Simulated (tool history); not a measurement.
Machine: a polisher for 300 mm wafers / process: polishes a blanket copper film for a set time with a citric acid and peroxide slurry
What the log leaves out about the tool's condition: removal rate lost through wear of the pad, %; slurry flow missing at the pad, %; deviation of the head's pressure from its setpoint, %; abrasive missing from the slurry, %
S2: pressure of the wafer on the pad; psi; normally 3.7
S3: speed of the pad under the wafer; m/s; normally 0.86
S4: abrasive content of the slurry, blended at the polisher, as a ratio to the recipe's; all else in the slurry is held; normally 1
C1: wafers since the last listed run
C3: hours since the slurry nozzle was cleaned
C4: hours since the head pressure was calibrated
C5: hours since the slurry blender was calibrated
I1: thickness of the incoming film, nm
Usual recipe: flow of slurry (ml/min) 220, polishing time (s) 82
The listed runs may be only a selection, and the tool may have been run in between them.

{"run": 1, "hour": 0.0, "flow of slurry (ml/min)": 220, "S2": 3.7, "S3": 0.86, "S4": 1, "polishing time (s)": 82, "C1": 0, "wafers polished on this pad": 958, "C3": 176.8, "C4": 442.9, "C5": 156.5, "I1": 1219.3, "film removed (Å)": 2192}
{"run": 2, "hour": 36.5, "flow of slurry (ml/min)": 220, "S2": 3.7, "S3": 0.86, "S4": 0.9, "polishing time (s)": 70, "C1": 227, "wafers polished on this pad": 1185, "C3": 213.3, "C4": 479.4, "C5": 193, "I1": 1233.3, "film removed (Å)": 1836}
{"run": 3, "hour": 96.2, "flow of slurry (ml/min)": 220, "S2": 3.7, "S3": 0.86, "S4": 1, "polishing time (s)": 82, "C1": 371, "wafers polished on this pad": 1556, "C3": 273, "C4": 539.1, "C5": 252.7, "I1": 1235, "film removed (Å)": 2167}
{"run": 4, "hour": 130.9, "flow of slurry (ml/min)": 220, "S2": 3.7, "S3": 0.86, "S4": 1, "polishing time (s)": 82, "C1": 215, "wafers polished on this pad": 1772, "C3": 307.7, "C4": 573.8, "C5": 287.4, "I1": 1228.5, "film removed (Å)": 2175}
{"hour": 203.0, "done": "worn pad replaced by a new one"}
{"run": 5, "hour": 203.5, "flow of slurry (ml/min)": 220, "S2": 3.7, "S3": 0.86, "S4": 1, "polishing time (s)": 82, "C1": 426, "wafers polished on this pad": 2, "C3": 380.3, "C4": 646.4, "C5": 360, "I1": 1218, "film removed (Å)": 2132}
{"run": 6, "hour": 227.6, "flow of slurry (ml/min)": 220, "S2": 3.7, "S3": 0.86, "S4": 1, "polishing time (s)": 82, "C1": 149, "wafers polished on this pad": 152, "C3": 404.4, "C4": 670.5, "C5": 384.1, "I1": 1237.7, "film removed (Å)": 2203}
{"hour": 260.0, "done": "slurry blender recalibrated"}
{"run": 7, "hour": 285.9, "flow of slurry (ml/min)": 220, "S2": 3.7, "S3": 0.86, "S4": 1, "polishing time (s)": 82, "C1": 350, "wafers polished on this pad": 502, "C3": 462.7, "C4": 728.8, "C5": 25.9, "I1": 1238.5, "film removed (Å)": 2152}
{"run": 8, "hour": 346.2, "flow of slurry (ml/min)": 220, "S2": 3.7, "S3": 0.86, "S4": 1, "polishing time (s)": 82, "C1": 375, "wafers polished on this pad": 877, "C3": 523, "C4": 789.1, "C5": 86.2, "I1": 1225.2, "film removed (Å)": 2171}
{"run": 9, "hour": 418.0, "flow of slurry (ml/min)": 220, "S2": 3.7, "S3": 0.86, "S4": 1, "polishing time (s)": 82, "C1": 446, "wafers polished on this pad": 1324, "C3": 594.8, "C4": 860.9, "C5": 158, "I1": 1252.4, "film removed (Å)": 2160}
{"run": 10, "hour": 479.5, "flow of slurry (ml/min)": 220, "S2": 3.7, "S3": 0.86, "S4": 1, "polishing time (s)": 82, "C1": 382, "wafers polished on this pad": 1706, "C3": 656.3, "C4": 922.4, "C5": 219.5, "I1": 1222.9, "film removed (Å)": 2196}
{"hour": 490.7, "done": "slurry nozzle cleaned"}
{"run": 11, "hour": 505.7, "flow of slurry (ml/min)": 220, "S2": 3.7, "S3": 0.86, "S4": 1, "polishing time (s)": 82, "C1": 156, "wafers polished on this pad": 1863, "C3": 15, "C4": 948.6, "C5": 245.7, "I1": 1223.3, "film removed (Å)": 2153}
{"run": 12, "hour": 533.7, "flow of slurry (ml/min)": 220, "S2": 3.7, "S3": 0.62, "S4": 1, "polishing time (s)": 58, "C1": 174, "wafers polished on this pad": 2037, "C3": 43, "C4": 976.6, "C5": 273.7, "I1": 1244.2, "film removed (Å)": 1126}
{"hour": 548.6, "done": "worn pad replaced by a new one"}
{"run": 13, "hour": 578.3, "flow of slurry (ml/min)": 220, "S2": 3.3, "S3": 0.86, "S4": 1, "polishing time (s)": 82, "C1": 252, "wafers polished on this pad": 184, "C3": 87.6, "C4": 1021.2, "C5": 318.3, "I1": 1229.4, "film removed (Å)": 1955}
{"hour": 640.2, "done": "slurry blender recalibrated"}
{"run": 14, "hour": 640.5, "flow of slurry (ml/min)": 160, "S2": 3, "S3": 1, "S4": 1, "polishing time (s)": 99, "C1": 374, "wafers polished on this pad": 558, "C3": 149.8, "C4": 1083.4, "C5": 0.3, "I1": 1243.7, "film removed (Å)": 2507}
{"hour": 668.9, "done": "head pressure recalibrated"}
{"run": 15, "hour": 674.8, "flow of slurry (ml/min)": 265, "S2": 3.7, "S3": 0.86, "S4": 1.15, "polishing time (s)": 82, "C1": 200, "wafers polished on this pad": 759, "C3": 184.1, "C4": 5.9, "C5": 34.6, "I1": 1256.4, "film removed (Å)": 2296}
{"run": 16, "hour": 713.4, "flow of slurry (ml/min)": 220, "S2": 3.7, "S3": 1, "S4": 1, "polishing time (s)": 63, "C1": 240, "wafers polished on this pad": 999, "C3": 222.7, "C4": 44.5, "C5": 73.2, "I1": 1242.6, "film removed (Å)": 1939}
{"run": 17, "hour": 769.6, "flow of slurry (ml/min)": 220, "S2": 3.7, "S3": 0.86, "S4": 1, "polishing time (s)": 82, "C1": 349, "wafers polished on this pad": 1349, "C3": 278.9, "C4": 100.7, "C5": 129.4, "I1": 1255.4, "film removed (Å)": 2223}
{"run": 18, "hour": 837.5, "flow of slurry (ml/min)": 160, "S2": 3.7, "S3": 0.86, "S4": 1, "polishing time (s)": 82, "C1": 422, "wafers polished on this pad": 1771, "C3": 346.8, "C4": 168.6, "C5": 197.3, "I1": 1251.6, "film removed (Å)": 2127}
{"run": 19, "hour": 863.5, "flow of slurry (ml/min)": 220, "S2": 3.3, "S3": 0.86, "S4": 1.1, "polishing time (s)": 82, "C1": 161, "wafers polished on this pad": 1933, "C3": 372.8, "C4": 194.6, "C5": 223.3, "I1": 1257.5, "film removed (Å)": 2022}
{"hour": 889.0, "done": "worn pad replaced by a new one"}
{"run": 20, "hour": 905.2, "flow of slurry (ml/min)": 220, "S2": 3.3, "S3": 0.86, "S4": 1, "polishing time (s)": 82, "C1": 234, "wafers polished on this pad": 100, "C3": 414.5, "C4": 236.3, "C5": 265, "I1": 1234, "film removed (Å)": 1966}
{"hour": 1042.6, "done": "slurry blender recalibrated"}
{"run": 21, "hour": 1088.4, "flow of slurry (ml/min)": 220, "S2": 3.7, "S3": 0.96, "S4": 1, "polishing time (s)": 90, "C1": 1126, "wafers polished on this pad": 1227, "C3": 597.7, "C4": 419.5, "C5": 45.8, "I1": 1238.8, "film removed (Å)": 2674}
{"run": 22, "hour": 1132.1, "flow of slurry (ml/min)": 175, "S2": 3.7, "S3": 0.68, "S4": 1, "polishing time (s)": 82, "C1": 271, "wafers polished on this pad": 1499, "C3": 641.4, "C4": 463.2, "C5": 89.5, "I1": 1262, "film removed (Å)": 1716}
{"hour": 1136.4, "done": "slurry nozzle cleaned"}
{"run": 23, "hour": 1164.8, "flow of slurry (ml/min)": 220, "S2": 3.7, "S3": 0.86, "S4": 1, "polishing time (s)": 82, "C1": 197, "wafers polished on this pad": 1696, "C3": 28.4, "C4": 495.9, "C5": 122.2, "I1": 1250.9, "film removed (Å)": 2182}
{"run": 24, "hour": 1214.8, "flow of slurry (ml/min)": 220, "S2": 3.7, "S3": 0.86, "S4": 1, "polishing time (s)": 103, "C1": 310, "wafers polished on this pad": 2007, "C3": 78.4, "C4": 545.9, "C5": 172.2, "I1": 1250.6, "film removed (Å)": 2777}
{"hour": 1239.2, "done": "worn pad replaced by a new one"}
{"run": 25, "hour": 1243.9, "flow of slurry (ml/min)": 220, "S2": 4.2, "S3": 1.02, "S4": 0.85, "polishing time (s)": 74, "C1": 156, "wafers polished on this pad": 28, "C3": 107.5, "C4": 575, "C5": 201.3, "I1": 1240.2, "film removed (Å)": 2483}
{"run": 26, "hour": 1286.0, "flow of slurry (ml/min)": 220, "S2": 3.7, "S3": 0.86, "S4": 1.2, "polishing time (s)": 82, "C1": 261, "wafers polished on this pad": 290, "C3": 149.6, "C4": 617.1, "C5": 243.4, "I1": 1242.9, "film removed (Å)": 2260}
{"run": 27, "hour": 1337.8, "flow of slurry (ml/min)": 290, "S2": 4.9, "S3": 1.08, "S4": 1.1, "polishing time (s)": 82, "C1": 322, "wafers polished on this pad": 613, "C3": 201.4, "C4": 668.9, "C5": 295.2, "I1": 1239.3, "film removed (Å)": 3790}
{"hour": 1374.6, "done": "slurry blender recalibrated"}
{"run": 28, "hour": 1388.1, "flow of slurry (ml/min)": 220, "S2": 3.7, "S3": 0.86, "S4": 1, "polishing time (s)": 66, "C1": 300, "wafers polished on this pad": 913, "C3": 251.7, "C4": 719.2, "C5": 13.5, "I1": 1240.3, "film removed (Å)": 1745}
{"run": 29, "hour": 1446.3, "flow of slurry (ml/min)": 220, "S2": 3.7, "S3": 0.86, "S4": 0.85, "polishing time (s)": 94, "C1": 361, "wafers polished on this pad": 1275, "C3": 309.9, "C4": 777.4, "C5": 71.7, "I1": 1240.8, "film removed (Å)": 2373}

What if the next run were any one of these 5? Each begins from the tool's condition after run 29:
{"run": "A", "hour": 1446.8, "flow of slurry (ml/min)": 220, "S2": 3.7, "S3": 0.86, "S4": 1, "polishing time (s)": 82, "C1": 3, "wafers polished on this pad": 1278, "C3": 310.4, "C4": 777.9, "C5": 72.2, "I1": 1223.8, "film removed (Å)": "?"}
{"run": "B", "hour": 1446.8, "flow of slurry (ml/min)": 165, "S2": 3.7, "S3": 0.98, "S4": 1.15, "polishing time (s)": 57, "C1": 3, "wafers polished on this pad": 1278, "C3": 310.4, "C4": 777.9, "C5": 72.2, "I1": 1223.8, "film removed (Å)": "?"}
{"run": "C", "hour": 1446.8, "flow of slurry (ml/min)": 155, "S2": 3.7, "S3": 1.14, "S4": 1.2, "polishing time (s)": 94, "C1": 3, "wafers polished on this pad": 1278, "C3": 310.4, "C4": 777.9, "C5": 72.2, "I1": 1223.8, "film removed (Å)": "?"}
{"run": "D", "hour": 1446.8, "flow of slurry (ml/min)": 285, "S2": 3.7, "S3": 0.86, "S4": 1.25, "polishing time (s)": 82, "C1": 3, "wafers polished on this pad": 1278, "C3": 310.4, "C4": 777.9, "C5": 72.2, "I1": 1223.8, "film removed (Å)": "?"}
{"run": "E", "hour": 1446.8, "flow of slurry (ml/min)": 220, "S2": 4.4, "S3": 1.14, "S4": 1, "polishing time (s)": 82, "C1": 3, "wafers polished on this pad": 1278, "C3": 310.4, "C4": 777.9, "C5": 72.2, "I1": 1223.8, "film removed (Å)": "?"}

run=A film_removed_(Å)=2187
run=B film_removed_(Å)=1766
run=C film_removed_(Å)=3406
run=D film_removed_(Å)=2386
run=E film_removed_(Å)=3404
Had the tool no hidden state, the same runs would have come out as:
run=A film_removed_(Å)=2187
run=B film_removed_(Å)=1766
run=C film_removed_(Å)=3406
run=D film_removed_(Å)=2386
run=E film_removed_(Å)=3404
